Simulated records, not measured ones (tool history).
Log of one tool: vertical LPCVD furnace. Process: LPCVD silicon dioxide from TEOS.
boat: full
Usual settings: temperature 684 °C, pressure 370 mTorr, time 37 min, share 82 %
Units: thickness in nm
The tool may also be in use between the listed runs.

run     day  temperature  pressure  time  share  wafers since the last listed run  hours since the last temperature calibration  hours since the pressure gauge was zeroed  hours since the TEOS flow controller was replaced  hours since the gauge calibration  read-back reference wafer on the same gauge, thickness  thickness
  1       0          684       370    37     82                                 0                                        2019.5                                     2572.5                                             1636.3                              328.3                                                  216.56     244.92
  2   2.275          684       370    37     82                               908                                        2074.1                                     2627.1                                             1690.9                              382.9                                                  217.12     248.86
  3   4.225          684       370    37     82                               778                                        2120.9                                     2673.9                                             1737.7                              429.7                                                  217.19     247.58
  4   5.696          684       370    37     82                               587                                        2156.2                                     2709.2                                               1773                                465                                                  216.82     247.71
  5   8.558          684       370    37     82                              1142                                        2224.9                                     2777.9                                             1841.7                              533.7                                                  216.81     247.66
  6   9.788          684       370    37     82                               490                                        2254.4                                     2807.4                                             1871.2                              563.2                                                  216.69     249.71
  7  11.804          684       370    37     82                               805                                        2302.8                                     2855.8                                             1919.6                              611.6                                                  216.46     250.48
  8  13.229          684       370    37     82                               568                                          2337                                       2890                                             1953.8                              645.8                                                  216.67     248.07
  9  15.021          684       370    37     82                               715                                          2380                                       2933                                             1996.8                              688.8                                                  217.39     246.71
 10  17.725          684       370    37     82                              1079                                        2444.9                                     2997.9                                             2061.7                              753.7                                                     217     250.19
 11  19.008          684       370    37     82                               512                                        2475.7                                     3028.7                                             2092.5                              784.5                                                  216.48     251.71
 12  20.204          684       370    37     82                               477                                        2504.4                                     3057.4                                             2121.2                              813.2                                                  217.07     248.65
     23.808  -- pressure gauge zeroed
 13  23.829          678       315    37     82                              1048                                        2591.4                                        0.5                                             2208.2                              900.2                                                  216.79     201.09
 14  24.508          684       370    37     73                               271                                        2607.7                                       16.8                                             2224.5                              916.5                                                  217.11      235.5
     25.767  -- gauge calibrated
     27.238  -- TEOS flow controller replaced
 15  27.417          678       370    37     82                               761                                        2677.5                                       86.6                                                4.3                               39.6                                                  217.07     218.38
 16   28.45          692       410  23.5     89                               412                                        2702.3                                      111.4                                               29.1                               64.4                                                   216.7      212.9
     29.783  -- thermocouples replaced and temperature profile calibrated
 17  30.225          684       370  30.5     93                               309                                          10.6                                        154                                               71.7                                107                                                  216.94      205.1
 18  32.308          684       370    37     82                               831                                          60.6                                        204                                              121.7                                157                                                  217.03     233.92
 19      34          684       370    37     82                               675                                         101.2                                      244.6                                              162.3                              197.6                                                  217.25     233.66
 20  35.317          693       370    37     82                               525                                         132.8                                      276.2                                              193.9                              229.2                                                  216.82      289.8
 21  36.646          684       440    37     97                               530                                         164.7                                      308.1                                              225.8                              261.1                                                  217.27     276.76
 22  38.979          684       370    37     82                               931                                         220.7                                      364.1                                              281.8                              317.1                                                   217.2     234.21
 23   40.65          681       290    37     82                               667                                         260.8                                      404.2                                              321.9                              357.2                                                  216.68     192.82
 24  41.658          677       370  47.5     82                               402                                           285                                      428.4                                              346.1                              381.4                                                  216.78     253.09

5 ways to go on from here, each from the tool as it stands after run 24. What would each give?
  A  41.812          684       370    37     82                                61                                         288.7                                      432.1                                              349.8                              385.1                                                       ?          ?
  B  41.812          676       370    37     82                                61                                         288.7                                      432.1                                              349.8                              385.1                                                       ?          ?
  C  41.812          684       405    37     82                                61                                         288.7                                      432.1                                              349.8                              385.1                                                       ?          ?
  D  41.812          684       280    37     82                                61                                         288.7                                      432.1                                              349.8                              385.1                                                       ?          ?
  E  41.812          684       320    37     82                                61                                         288.7                                      432.1                                              349.8                              385.1                                                       ?          ?

run  read-back reference wafer on the same gauge, thickness  thickness
  A                                                  216.82     237.37
  B                                                  216.82     195.58
  C                                                  216.82     248.34
  D                                                  216.82     206.49
  E                                                  216.82     220.75
Without the tool's hidden state the same runs would have given:
run  thickness
  A     232.09
  B     191.15
  C     242.82
  D      201.9
  E     215.84
